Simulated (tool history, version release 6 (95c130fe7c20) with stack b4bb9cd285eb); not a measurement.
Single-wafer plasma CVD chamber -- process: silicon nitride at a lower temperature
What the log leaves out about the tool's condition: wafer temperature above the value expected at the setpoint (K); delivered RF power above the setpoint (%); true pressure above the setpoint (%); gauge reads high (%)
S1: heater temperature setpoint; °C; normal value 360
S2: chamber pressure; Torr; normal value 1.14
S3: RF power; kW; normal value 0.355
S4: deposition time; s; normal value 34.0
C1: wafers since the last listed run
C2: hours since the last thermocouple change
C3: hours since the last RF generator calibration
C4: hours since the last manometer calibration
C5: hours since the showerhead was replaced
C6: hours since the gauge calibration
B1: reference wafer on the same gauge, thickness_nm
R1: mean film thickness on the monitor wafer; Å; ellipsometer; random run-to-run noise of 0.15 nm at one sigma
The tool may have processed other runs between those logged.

Run 1, hour 0.0: usual settings; C1 0; C2 624.0; C3 1606.4; C4 547.7; C5 2941.1; C6 1998.2; B1 46.112. Result: R1 384.75 Å.
Run 2, hour 154.5: usual settings; C1 2960; C2 778.5; C3 1760.9; C4 702.2; C5 3095.6; C6 2152.7; B1 46.052. Result: R1 384.97 Å.
Run 3, hour 256.5: usual settings; C1 1954; C2 880.5; C3 1862.9; C4 804.2; C5 3197.6; C6 2254.7; B1 46.126. Result: R1 381.34 Å.
Run 4, hour 534.2: usual settings; C1 5320; C2 1158.2; C3 2140.6; C4 1081.9; C5 3475.3; C6 2532.4; B1 46.152. Result: R1 380.98 Å.
At hour 625.0: capacitance manometer re-zeroed and calibrated.
Run 5, hour 632.4: usual settings; C1 1728; C2 1256.4; C3 2238.8; C4 7.4; C5 3573.5; C6 2630.6; B1 46.094. Result: R1 376.55 Å.
Run 6, hour 673.9: usual settings; C1 795; C2 1297.9; C3 2280.3; C4 48.9; C5 3615.0; C6 2672.1; B1 46.183. Result: R1 379.86 Å.
Run 7, hour 755.0: usual settings; C1 1553; C2 1379.0; C3 2361.4; C4 130.0; C5 3696.1; C6 2753.2; B1 46.062. Result: R1 380.02 Å.
Run 8, hour 815.3: usual settings; C1 1155; C2 1439.3; C3 2421.7; C4 190.3; C5 3756.4; C6 2813.5; B1 46.134. Result: R1 377.99 Å.
At hour 820.8: gauge calibrated.
Run 9, hour 853.1: usual settings; C1 724; C2 1477.1; C3 2459.5; C4 228.1; C5 3794.2; C6 32.3; B1 46.036. Result: R1 377.57 Å.
Run 10, hour 897.8: usual settings; C1 856; C2 1521.8; C3 2504.2; C4 272.8; C5 3838.9; C6 77.0; B1 46.050. Result: R1 378.35 Å.
At hour 1147.6: RF generator calibrated.
Run 11, hour 1165.8: usual settings; C1 4981; C2 1789.8; C3 18.2; C4 540.8; C5 4106.9; C6 345.0; B1 46.057. Result: R1 365.83 Å.
At hour 1220.4: showerhead replaced.
Run 12, hour 1241.6: usual settings but S3 0.390 kW; C1 1298; C2 1865.6; C3 94.0; C4 616.6; C5 21.2; C6 420.8; B1 46.118. Result: R1 390.84 Å.
Run 13, hour 1302.4: usual settings but S3 0.390 kW; C1 1164; C2 1926.4; C3 154.8; C4 677.4; C5 82.0; C6 481.6; B1 46.087. Result: R1 389.23 Å.
Run 14, hour 1380.6: usual settings; C1 1498; C2 2004.6; C3 233.0; C4 755.6; C5 160.2; C6 559.8; B1 46.097. Result: R1 366.44 Å.
Run 15, hour 1436.7: usual settings but S1 364 °C, S2 0.97 Torr, S3 0.395 kW, S4 39.0 s; C1 1074; C2 2060.7; C3 289.1; C4 811.7; C5 216.3; C6 615.9; B1 46.166. Result: R1 430.49 Å.
Run 16, hour 1512.7: usual settings but S4 39.5 s; C1 1456; C2 2136.7; C3 365.1; C4 887.7; C5 292.3; C6 691.9; B1 46.152. Result: R1 423.72 Å.
Run 17, hour 1582.1: usual settings but S3 0.375 kW; C1 1329; C2 2206.1; C3 434.5; C4 957.1; C5 361.7; C6 761.3; B1 46.100. Result: R1 375.32 Å.
At hour 1628.3: RF generator calibrated, repeated, since the last time left the tool worse.
Run 18, hour 1637.5: usual settings but S1 364 °C, S2 0.97 Torr, S3 0.395 kW, S4 39.0 s; C1 908; C2 2261.5; C3 9.2; C4 1012.5; C5 417.1; C6 816.7; B1 46.092. Result: R1 455.27 Å.
Run 19, hour 1724.5: usual settings but S1 373 °C, S2 1.37 Torr, S3 0.300 kW, S4 40.0 s; C1 1666; C2 2348.5; C3 96.2; C4 1099.5; C5 504.1; C6 903.7; B1 46.196. Result: R1 431.58 Å.
At hour 1753.9: thermocouple changed; heater temperature recalibrated.
At hour 1757.7: capacitance manometer re-zeroed and calibrated.
Run 20, hour 1800.0: usual settings but S4 28.1 s; C1 1221; C2 46.1; C3 171.7; C4 42.3; C5 579.6; C6 979.2; B1 46.036. Result: R1 326.12 Å.
Run 21, hour 1904.0: usual settings; C1 1992; C2 150.1; C3 275.7; C4 146.3; C5 683.6; C6 1083.2; B1 46.159. Result: R1 394.31 Å.
Run 22, hour 1979.2: usual settings; C1 1440; C2 225.3; C3 350.9; C4 221.5; C5 758.8; C6 1158.4; B1 46.069. Result: R1 390.24 Å.
Run 23, hour 2068.8: usual settings but S3 0.300 kW, S4 29.6 s; C1 1716; C2 314.9; C3 440.5; C4 311.1; C5 848.4; C6 1248.0; B1 46.075. Result: R1 302.54 Å.
Run 24, hour 2116.8: usual settings but S1 348 °C, S2 1.24 Torr, S3 0.425 kW, S4 27.3 s; C1 919; C2 362.9; C3 488.5; C4 359.1; C5 896.4; C6 1296.0; B1 46.139. Result: R1 365.00 Å.
Run 25, hour 2167.0: usual settings but S1 353 °C, S3 0.305 kW, S4 39.8 s; C1 961; C2 413.1; C3 538.7; C4 409.3; C5 946.6; C6 1346.2; B1 46.105. Result: R1 413.21 Å.
Run 26, hour 2290.8: usual settings but S2 1.30 Torr; C1 2371; C2 536.9; C3 662.5; C4 533.1; C5 1070.4; C6 1470.0; B1 46.120. Result: R1 408.22 Å.

What the log doesn't show, run by run:
wafer temperature above the value expected at the setpoint (K): 0 on each run
true pressure above the setpoint (%): 0 on each run
gauge reads high (%): 0 on each run
H1: delivered RF power above the setpoint (%)
run      H1
  1   -2.87
  2   -3.29
  3    -3.6
  4   -4.51
  5   -4.86
  6   -5.02
  7   -5.33
  8   -5.56
  9   -5.72
 10    -5.9
 11   -10.2
 12   -10.2
 13   -10.2
 14   -10.3
 15   -10.3
 16   -10.3
 17   -10.4
 18  -0.327
 19  -0.335
 20  -0.352
 21   -0.39
 22  -0.428
 23  -0.487
 24  -0.523
 25  -0.566
 26  -0.688
